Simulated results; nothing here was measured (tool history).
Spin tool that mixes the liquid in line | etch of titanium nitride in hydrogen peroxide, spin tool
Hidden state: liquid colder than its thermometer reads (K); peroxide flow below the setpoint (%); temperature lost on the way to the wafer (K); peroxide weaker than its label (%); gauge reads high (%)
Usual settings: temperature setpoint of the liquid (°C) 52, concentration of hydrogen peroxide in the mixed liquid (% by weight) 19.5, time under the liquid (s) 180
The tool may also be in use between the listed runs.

run	hour	temperature setpoint of the liquid (°C)	concentration of hydrogen peroxide in the mixed liquid (% by weight)	time under the liquid (s)	wafers since the last listed run	hours since the thermometer was replaced	hours since the peroxide flow meter was replaced	hours since the heated supply line was repaired	hours since the drum of peroxide was connected	hours since the gauge calibration	read-back film thickness of the titanium nitride reference wafer, read on the same gauge (nm)	thickness taken off the titanium nitride on a monitor wafer (Å)
1	0	52	18.5	255	0	1973.7	1067.6	2795.6	1398.1	563.7	70.01	59.5
2	19	52	18.5	255	192	1992.7	1086.6	2814.6	1417.1	582.7	70	59.4
3	31.5	52	18.5	255	126	2005.2	1099.1	2827.1	1429.6	595.2	70.03	59.4
4	51	52	19.5	180	197	2024.7	1118.6	2846.6	1449.1	614.7	70.02	42.3
5	63.6	47	19.5	180	127	2037.3	1131.2	2859.2	1461.7	627.3	69.99	29.4
6	79.8	47	19.5	180	164	2053.5	1147.4	2875.4	1477.9	643.5	70.02	29.3
7	104.5	47	19.5	180	250	2078.2	1172.1	2900.1	1502.6	668.2	69.97	29
# hour 109.7: new drum of peroxide connected
# hour 133.6: gauge calibrated
8	134.8	52	19.5	180	296	2108.5	1202.4	2930.4	25.1	1.2	70	42
9	161.2	52	19.5	180	267	2134.9	1228.8	2956.8	51.5	27.6	70.02	41.9
10	197	52	19.5	180	362	2170.7	1264.6	2992.6	87.3	63.4	70	41.9
11	212.4	52	23.5	145	156	2186.1	1280	3008	102.7	78.8	70.03	34.4
12	248.3	44.5	19.5	180	363	2222	1315.9	3043.9	138.6	114.7	69.99	24
# hour 252.7: peroxide flow meter replaced
13	278.8	52	17	180	298	2252.5	26.1	3074.4	169.1	145.2	70.03	39.9
14	309.6	52	23	180	312	2283.3	56.9	3105.2	199.9	176	70.01	43.1
15	321.6	55.5	22.5	180	121	2295.3	68.9	3117.2	211.9	188	69.95	54
16	340.2	52	19.5	180	188	2313.9	87.5	3135.8	230.5	206.6	70	41.4
17	357.7	52	19.5	180	177	2331.4	105	3153.3	248	224.1	69.97	41.5
# hour 363.3: heated supply line repaired
# hour 376.6: thermometer replaced
18	382.1	55	21.5	180	227	5.5	129.4	18.8	272.4	248.5	69.97	63.7
19	417.7	49	19.5	110	360	41.1	165	54.4	308	284.1	69.99	24.9
20	449.4	52	23.5	180	321	72.8	196.7	86.1	339.7	315.8	70	52.9
21	485	52	19.5	180	360	108.4	232.3	121.7	375.3	351.4	69.96	50.3
22	540.2	57	13.5	180	559	163.6	287.5	176.9	430.5	406.6	70.01	65.6
23	573.3	43	19.5	180	335	196.7	320.6	210	463.6	439.7	70.03	25.5
24	588.2	47.5	17.5	210	151	211.6	335.5	224.9	478.5	454.6	70.02	41.2

5 ways to go on from here, each from the tool as it stands after run 24. What would each give?
A	588.7	52	19.5	180	5	212.1	336	225.4	479	455.1	?	?
B	588.7	52	17	90	5	212.1	336	225.4	479	455.1	?	?
C	588.7	46.5	19.5	140	5	212.1	336	225.4	479	455.1	?	?
D	588.7	44	19.5	180	5	212.1	336	225.4	479	455.1	?	?
E	588.7	46	19.5	250	5	212.1	336	225.4	479	455.1	?	?

run	read-back film thickness of the titanium nitride reference wafer, read on the same gauge (nm)	thickness taken off the titanium nitride on a monitor wafer (Å)
A	70	50.2
B	70	24.4
C	70	26.2
D	70	27.9
E	70	45
Without the tool's hidden state the same runs would have given:
run	thickness taken off the titanium nitride on a monitor wafer (Å)
A	51.2
B	24.8
C	26.7
D	28.5
E	45.9
